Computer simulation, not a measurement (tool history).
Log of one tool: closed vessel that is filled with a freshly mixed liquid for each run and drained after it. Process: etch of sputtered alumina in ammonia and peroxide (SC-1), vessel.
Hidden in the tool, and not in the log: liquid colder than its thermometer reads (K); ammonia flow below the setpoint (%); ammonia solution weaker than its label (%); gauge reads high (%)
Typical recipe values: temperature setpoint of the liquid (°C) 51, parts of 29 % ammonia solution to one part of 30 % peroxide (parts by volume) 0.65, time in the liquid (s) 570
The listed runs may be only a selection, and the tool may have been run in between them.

run   hour  temperature setpoint of the liquid (°C)  parts of 29 % ammonia solution to one part of 30 % peroxide (parts by volume)  time in the liquid (s)  wafers since the last listed run  hours since the thermometer was replaced  hours since the ammonia flow meter was replaced  hours since the drum of ammonia solution was connected  hours since the gauge calibration  read-back film thickness of the sputtered alumina reference wafer, read on the same gauge (nm)  thickness taken off the sputtered alumina on a monitor wafer (Å)
  1      0                                       51                                                                           0.65                     570                                 0                                    1499.4                                           1690.9                                                   667.4                               75.5                                                                                           39.95                                                             372.3
  2     18                                       51                                                                           0.65                     570                               825                                    1517.4                                           1708.9                                                   685.4                               93.5                                                                                           39.98                                                               375
  3   28.1                                       51                                                                           0.65                     570                               463                                    1527.5                                             1719                                                   695.5                              103.6                                                                                           39.98                                                             373.2
  4   37.2                                       51                                                                           0.85                     310                               417                                    1536.6                                           1728.1                                                   704.6                              112.7                                                                                           40.01                                                             207.9
  5   48.5                                       51                                                                           0.85                     310                               518                                    1547.9                                           1739.4                                                   715.9                                124                                                                                              40                                                             207.6
  6   58.9                                       51                                                                           0.85                     310                               477                                    1558.3                                           1749.8                                                   726.3                              134.4                                                                                           40.01                                                             207.5
  7   76.3                                       51                                                                           0.65                     725                               798                                    1575.7                                           1767.2                                                   743.7                              151.8                                                                                           39.99                                                             475.6
  8   93.7                                       51                                                                           0.65                     725                               798                                    1593.1                                           1784.6                                                   761.1                              169.2                                                                                           40.03                                                             468.2
  9  100.2                                       51                                                                           0.65                     725                               298                                    1599.6                                           1791.1                                                   767.6                              175.7                                                                                           39.98                                                             472.5
 10  114.9                                       51                                                                           0.85                     310                               674                                    1614.3                                           1805.8                                                   782.3                              190.4                                                                                           40.02                                                             206.9
     119.7  -- thermometer replaced
 11  121.5                                       59                                                                           0.65                     290                               256                                       1.8                                           1812.4                                                   788.9                                197                                                                                              40                                                             274.7
     130.5  -- ammonia flow meter replaced
 12  133.4                                       51                                                                           0.85                     240                               500                                      13.7                                              2.9                                                   800.8                              208.9                                                                                           40.02                                                               152
 13    149                                     47.5                                                                           0.35                     355                               715                                      29.3                                             18.5                                                   816.4                              224.5                                                                                              40                                                             167.6
     153.7  -- gauge calibrated
 14    157                                       46                                                                            0.5                     660                               367                                      37.3                                             26.5                                                   824.4                                3.3                                                                                           40.03                                                             296.7
     161.4  -- thermometer replaced, repeated, since the last time left the tool worse
 15  167.6                                       51                                                                           0.45                     370                               440                                       6.2                                             37.1                                                     835                               13.9                                                                                              40                                                             259.6
     171.7  -- new drum of ammonia solution connected
 16  182.2                                       51                                                                           0.65                     570                               624                                      20.8                                             51.7                                                    10.5                               28.5                                                                                           39.99                                                             412.4
 17  195.2                                     41.5                                                                           0.75                     245                               596                                      33.8                                             64.7                                                    23.5                               41.5                                                                                           40.01                                                             105.7
 18  205.7                                       60                                                                            0.4                     570                               481                                      44.3                                             75.2                                                      34                                 52                                                                                           39.97                                                             636.2
 19    234                                       46                                                                           0.65                     325                              1298                                      72.6                                            103.5                                                    62.3                               80.3                                                                                           40.01                                                             177.8

Branching from run 19: 5 alternative next runs. What would each branch give?
  A  234.8                                     56.5                                                                           0.65                     570                                36                                      73.4                                            104.3                                                    63.1                               81.1                                                                                               ?                                                                 ?
  B  234.8                                     55.5                                                                           0.65                     570                                36                                      73.4                                            104.3                                                    63.1                               81.1                                                                                               ?                                                                 ?
  C  234.8                                       51                                                                           0.65                     830                                36                                      73.4                                            104.3                                                    63.1                               81.1                                                                                               ?                                                                 ?
  D  234.8                                       58                                                                           0.65                     855                                36                                      73.4                                            104.3                                                    63.1                               81.1                                                                                               ?                                                                 ?
  E  234.8                                     57.5                                                                           0.85                     715                                36                                      73.4                                            104.3                                                    63.1                               81.1                                                                                               ?                                                                 ?

run  read-back film thickness of the sputtered alumina reference wafer, read on the same gauge (nm)  thickness taken off the sputtered alumina on a monitor wafer (Å)
  A                                                                                           39.98                                                             556.3
  B                                                                                           39.98                                                             527.7
  C                                                                                           39.98                                                             603.1
  D                                                                                           39.98                                                             902.7
  E                                                                                           39.98                                                             754.4
What these runs would have given with no unlogged condition in the tool:
run  thickness taken off the sputtered alumina on a monitor wafer (Å)
  A                                                               561
  B                                                             532.2
  C                                                             608.4
  D                                                             910.3
  E                                                             760.7
